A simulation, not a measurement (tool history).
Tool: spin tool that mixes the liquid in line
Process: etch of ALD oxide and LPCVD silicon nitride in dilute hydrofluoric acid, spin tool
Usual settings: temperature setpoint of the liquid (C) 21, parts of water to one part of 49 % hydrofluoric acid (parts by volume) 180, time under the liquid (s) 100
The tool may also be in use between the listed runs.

| run | hour | temperature setpoint of the liquid (C) | parts of water to one part of 49 % hydrofluoric acid (parts by volume) | time under the liquid (s) | read-back film thickness of the ALD oxide reference wafer, read on the same gauge (nm) | thickness taken off the ALD oxide on a monitor wafer (angstrom) |
|---|---|---|---|---|---|---|
| 1 | 0 | 17.5 | 225 | 100 | 150.02 | 46.4 |
| 2 | 35.5 | 17.5 | 225 | 100 | 149.98 | 46.3 |
| 3 | 99.2 | 17.5 | 225 | 100 | 150.02 | 47.3 |
| 4 | 179.5 | 24 | 180 | 120 | 150.03 | 94.8 |
| 5 | 246.2 | 24 | 180 | 120 | 149.99 | 94.5 |
| 6 | 301 | 21 | 150 | 100 | 149.96 | 87.5 |
| 7 | 353.2 | 21 | 150 | 100 | 150.03 | 88.4 |
| 8 | 393.4 | 21 | 150 | 100 | 150.03 | 87.6 |
| 9 | 423.6 | 21 | 180 | 100 | 149.95 | 69.9 |
|  | 430.6 | hydrofluoric acid flow meter replaced |
| 10 | 490.2 | 21 | 180 | 100 | 149.98 | 70.7 |
|  | 531.6 | thermometer replaced |
| 11 | 556.5 | 21 | 180 | 70 | 150.03 | 51.3 |
| 12 | 622.2 | 21 | 180 | 70 | 150 | 51 |
| 13 | 669.7 | 17 | 255 | 120 | 149.97 | 50.2 |
| 14 | 739.1 | 19 | 180 | 100 | 149.98 | 68.1 |
|  | 746.8 | gauge calibrated |
|  | 761.4 | thermometer replaced, repeated, since the last time left the tool worse |
| 15 | 810.4 | 21 | 180 | 130 | 150 | 87.6 |
| 16 | 853.2 | 21 | 180 | 100 | 149.99 | 68.3 |
| 17 | 909.5 | 18 | 130 | 65 | 150.01 | 56.5 |
| 18 | 1025.9 | 21 | 205 | 100 | 149.98 | 58.7 |
| 19 | 1096.4 | 21 | 155 | 100 | 150.03 | 81.8 |
| 20 | 1145 | 24 | 180 | 120 | 150 | 91.3 |
| 21 | 1200.9 | 21 | 250 | 100 | 150.01 | 46.5 |
| 22 | 1254.8 | 21 | 180 | 70 | 150.01 | 47.6 |
| 23 | 1304.5 | 23 | 265 | 125 | 150 | 57.8 |
| 24 | 1341.8 | 17 | 155 | 150 | 149.97 | 104.4 |
| 25 | 1404.3 | 19 | 105 | 100 | 150.01 | 119.8 |

Forecast each of these 5 alternatives for the next run:
| A | 1404.7 | 21 | 180 | 100 | ? | ? |
| B | 1404.7 | 21 | 180 | 75 | ? | ? |
| C | 1404.7 | 21 | 180 | 125 | ? | ? |
| D | 1404.7 | 19 | 215 | 120 | ? | ? |
| E | 1404.7 | 22.5 | 150 | 155 | ? | ? |

| run | read-back film thickness of the ALD oxide reference wafer, read on the same gauge (nm) | thickness taken off the ALD oxide on a monitor wafer (angstrom) |
|---|---|---|
| A | 150.02 | 68.7 |
| B | 150.02 | 51.6 |
| C | 150.02 | 85.9 |
| D | 150.02 | 61.8 |
| E | 150.02 | 139.9 |
Without the tool's hidden state the same runs would have given:
| run | thickness taken off the ALD oxide on a monitor wafer (angstrom) |
|---|---|
| A | 67.6 |
| B | 50.7 |
| C | 84.6 |
| D | 60.8 |
| E | 137.7 |
